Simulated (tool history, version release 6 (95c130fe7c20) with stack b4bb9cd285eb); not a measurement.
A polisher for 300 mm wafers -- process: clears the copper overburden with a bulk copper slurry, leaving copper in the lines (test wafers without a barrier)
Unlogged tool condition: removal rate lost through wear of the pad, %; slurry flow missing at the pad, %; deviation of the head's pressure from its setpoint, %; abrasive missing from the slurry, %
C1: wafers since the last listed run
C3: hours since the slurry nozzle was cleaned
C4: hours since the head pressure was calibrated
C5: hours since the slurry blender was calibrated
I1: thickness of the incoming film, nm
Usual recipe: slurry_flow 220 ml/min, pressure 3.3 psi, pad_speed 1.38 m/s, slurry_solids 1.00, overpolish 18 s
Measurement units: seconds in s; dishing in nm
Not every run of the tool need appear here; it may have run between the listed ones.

run 1 hour=0.0 | slurry_flow=220 pressure=3.3 pad_speed=1.38 slurry_solids=1.00 overpolish=18 | C1=0 wafers_polished_on_this_pad=1519 C3=387.8 C4=626.8 C5=334.2 | I1=1181.0 | seconds=75.6 dishing=122.1
-- hour=29.3 slurry blender recalibrated
run 2 hour=49.3 | slurry_flow=220 pressure=3.3 pad_speed=1.38 slurry_solids=0.85 overpolish=18 | C1=380 wafers_polished_on_this_pad=1900 C3=437.1 C4=676.1 C5=20.0 | I1=1167.7 | seconds=73.6 dishing=118.7
run 3 hour=105.7 | slurry_flow=220 pressure=3.3 pad_speed=1.38 slurry_solids=0.85 overpolish=18 | C1=453 wafers_polished_on_this_pad=2353 C3=493.5 C4=732.5 C5=76.4 | I1=1157.7 | seconds=75.6 dishing=114.2
-- hour=116.5 worn pad replaced by a new one
run 4 hour=171.4 | slurry_flow=220 pressure=3.3 pad_speed=1.08 slurry_solids=1.00 overpolish=18 | C1=496 wafers_polished_on_this_pad=441 C3=559.2 C4=798.2 C5=142.1 | I1=1158.5 | seconds=89.1 dishing=109.9
run 5 hour=226.4 | slurry_flow=220 pressure=3.3 pad_speed=1.08 slurry_solids=1.00 overpolish=18 | C1=442 wafers_polished_on_this_pad=883 C3=614.2 C4=853.2 C5=197.1 | I1=1159.9 | seconds=90.0 dishing=111.3
-- hour=228.5 slurry nozzle cleaned
run 6 hour=294.3 | slurry_flow=220 pressure=3.3 pad_speed=1.08 slurry_solids=1.00 overpolish=18 | C1=537 wafers_polished_on_this_pad=1421 C3=65.8 C4=921.1 C5=265.0 | I1=1167.2 | seconds=90.8 dishing=109.7
run 7 hour=361.8 | slurry_flow=220 pressure=3.3 pad_speed=1.38 slurry_solids=1.00 overpolish=18 | C1=542 wafers_polished_on_this_pad=1964 C3=133.3 C4=988.6 C5=332.5 | I1=1175.8 | seconds=72.6 dishing=117.3
-- hour=410.1 head pressure recalibrated
run 8 hour=416.0 | slurry_flow=220 pressure=3.3 pad_speed=1.38 slurry_solids=1.00 overpolish=18 | C1=419 wafers_polished_on_this_pad=2383 C3=187.5 C4=5.9 C5=386.7 | I1=1157.9 | seconds=72.1 dishing=118.3
-- hour=444.9 slurry blender recalibrated
-- hour=458.5 worn pad replaced by a new one
run 9 hour=471.2 | slurry_flow=220 pressure=3.3 pad_speed=1.38 slurry_solids=1.00 overpolish=18 | C1=395 wafers_polished_on_this_pad=102 C3=242.7 C4=61.1 C5=26.3 | I1=1157.7 | seconds=72.4 dishing=118.4
run 10 hour=539.9 | slurry_flow=220 pressure=3.3 pad_speed=1.38 slurry_solids=1.00 overpolish=18 | C1=552 wafers_polished_on_this_pad=654 C3=311.4 C4=129.8 C5=95.0 | I1=1163.4 | seconds=74.9 dishing=119.4
run 11 hour=596.9 | slurry_flow=220 pressure=3.3 pad_speed=1.38 slurry_solids=1.00 overpolish=18 | C1=458 wafers_polished_on_this_pad=1113 C3=368.4 C4=186.8 C5=152.0 | I1=1176.1 | seconds=72.4 dishing=119.6
run 12 hour=660.0 | slurry_flow=155 pressure=3.9 pad_speed=1.22 slurry_solids=1.00 overpolish=18 | C1=507 wafers_polished_on_this_pad=1620 C3=431.5 C4=249.9 C5=215.1 | I1=1153.2 | seconds=71.1 dishing=123.2
run 13 hour=688.3 | slurry_flow=220 pressure=3.3 pad_speed=1.38 slurry_solids=0.85 overpolish=18 | C1=227 wafers_polished_on_this_pad=1847 C3=459.8 C4=278.2 C5=243.4 | I1=1160.8 | seconds=73.6 dishing=118.1
run 14 hour=747.4 | slurry_flow=290 pressure=2.2 pad_speed=1.38 slurry_solids=0.75 overpolish=15 | C1=475 wafers_polished_on_this_pad=2323 C3=518.9 C4=337.3 C5=302.5 | I1=1138.0 | seconds=111.5 dishing=82.8
-- hour=780.9 slurry blender recalibrated
-- hour=816.2 worn pad replaced by a new one
run 15 hour=816.6 | slurry_flow=250 pressure=3.3 pad_speed=1.68 slurry_solids=1.00 overpolish=18 | C1=508 wafers_polished_on_this_pad=3 C3=588.1 C4=406.5 C5=35.7 | I1=1152.7 | seconds=59.9 dishing=124.6
run 16 hour=884.2 | slurry_flow=260 pressure=3.3 pad_speed=1.38 slurry_solids=0.90 overpolish=28 | C1=543 wafers_polished_on_this_pad=547 C3=655.7 C4=474.1 C5=103.3 | I1=1182.2 | seconds=74.1 dishing=133.6
run 17 hour=912.6 | slurry_flow=220 pressure=3.3 pad_speed=1.38 slurry_solids=1.00 overpolish=18 | C1=228 wafers_polished_on_this_pad=775 C3=684.1 C4=502.5 C5=131.7 | I1=1162.7 | seconds=74.1 dishing=121.3
-- hour=932.6 slurry nozzle cleaned
run 18 hour=980.7 | slurry_flow=220 pressure=3.3 pad_speed=1.38 slurry_solids=1.00 overpolish=18 | C1=539 wafers_polished_on_this_pad=1314 C3=48.1 C4=570.6 C5=199.8 | I1=1158.9 | seconds=72.2 dishing=117.5
run 19 hour=1017.6 | slurry_flow=220 pressure=4.1 pad_speed=1.38 slurry_solids=1.00 overpolish=18 | C1=296 wafers_polished_on_this_pad=1611 C3=85.0 C4=607.5 C5=236.7 | I1=1135.6 | seconds=57.1 dishing=140.1
run 20 hour=1070.4 | slurry_flow=220 pressure=3.3 pad_speed=1.38 slurry_solids=0.90 overpolish=18 | C1=424 wafers_polished_on_this_pad=2036 C3=137.8 C4=660.3 C5=289.5 | I1=1153.1 | seconds=74.8 dishing=120.3
-- hour=1093.1 slurry blender recalibrated
run 21 hour=1105.3 | slurry_flow=220 pressure=4.5 pad_speed=1.72 slurry_solids=1.25 overpolish=22 | C1=264 wafers_polished_on_this_pad=2300 C3=172.7 C4=695.2 C5=12.2 | I1=1159.7 | seconds=41.7 dishing=156.9
run 22 hour=1134.5 | slurry_flow=220 pressure=2.6 pad_speed=1.38 slurry_solids=0.85 overpolish=18 | C1=234 wafers_polished_on_this_pad=2535 C3=201.9 C4=724.4 C5=41.4 | I1=1154.8 | seconds=93.3 dishing=103.4
-- hour=1169.8 worn pad replaced by a new one
run 23 hour=1180.5 | slurry_flow=220 pressure=3.9 pad_speed=1.38 slurry_solids=1.00 overpolish=18 | C1=337 wafers_polished_on_this_pad=85 C3=247.9 C4=770.4 C5=87.4 | I1=1167.7 | seconds=60.8 dishing=132.5
run 24 hour=1244.6 | slurry_flow=220 pressure=3.3 pad_speed=1.38 slurry_solids=1.00 overpolish=25 | C1=515 wafers_polished_on_this_pad=601 C3=312.0 C4=834.5 C5=151.5 | I1=1154.1 | seconds=72.3 dishing=132.5
run 25 hour=1294.4 | slurry_flow=290 pressure=3.3 pad_speed=1.72 slurry_solids=1.00 overpolish=18 | C1=400 wafers_polished_on_this_pad=1001 C3=361.8 C4=884.3 C5=201.3 | I1=1155.1 | seconds=58.5 dishing=126.5
run 26 hour=1334.0 | slurry_flow=220 pressure=2.8 pad_speed=1.74 slurry_solids=0.70 overpolish=26 | C1=318 wafers_polished_on_this_pad=1320 C3=401.4 C4=923.9 C5=240.9 | I1=1172.3 | seconds=76.7 dishing=131.9
run 27 hour=1370.9 | slurry_flow=185 pressure=3.3 pad_speed=1.38 slurry_solids=1.10 overpolish=18 | C1=296 wafers_polished_on_this_pad=1616 C3=438.3 C4=960.8 C5=277.8 | I1=1153.5 | seconds=72.5 dishing=119.4

Take each entry between the runs: how does the hidden state at the last listed run before it differ from the hidden state at the first listed run after it?
Runs 1 to 2: slurry blender recalibrated (hour 29.3)
  the hidden state is the same at both runs
Runs 3 to 4: worn pad replaced by a new one (hour 116.5)
  the hidden state is the same at both runs
Runs 5 to 6: slurry nozzle cleaned (hour 228.5)
  the hidden state is the same at both runs
Runs 7 to 8: head pressure recalibrated (hour 410.1)
  the hidden state is the same at both runs
Runs 8 to 9: slurry blender recalibrated (hour 444.9); worn pad replaced by a new one (hour 458.5)
  the hidden state is the same at both runs
Runs 14 to 15: slurry blender recalibrated (hour 780.9); worn pad replaced by a new one (hour 816.2)
  the hidden state is the same at both runs
Runs 17 to 18: slurry nozzle cleaned (hour 932.6)
  the hidden state is the same at both runs
Runs 20 to 21: slurry blender recalibrated (hour 1093.1)
  the hidden state is the same at both runs
Runs 22 to 23: worn pad replaced by a new one (hour 1169.8)
  the hidden state is the same at both runs
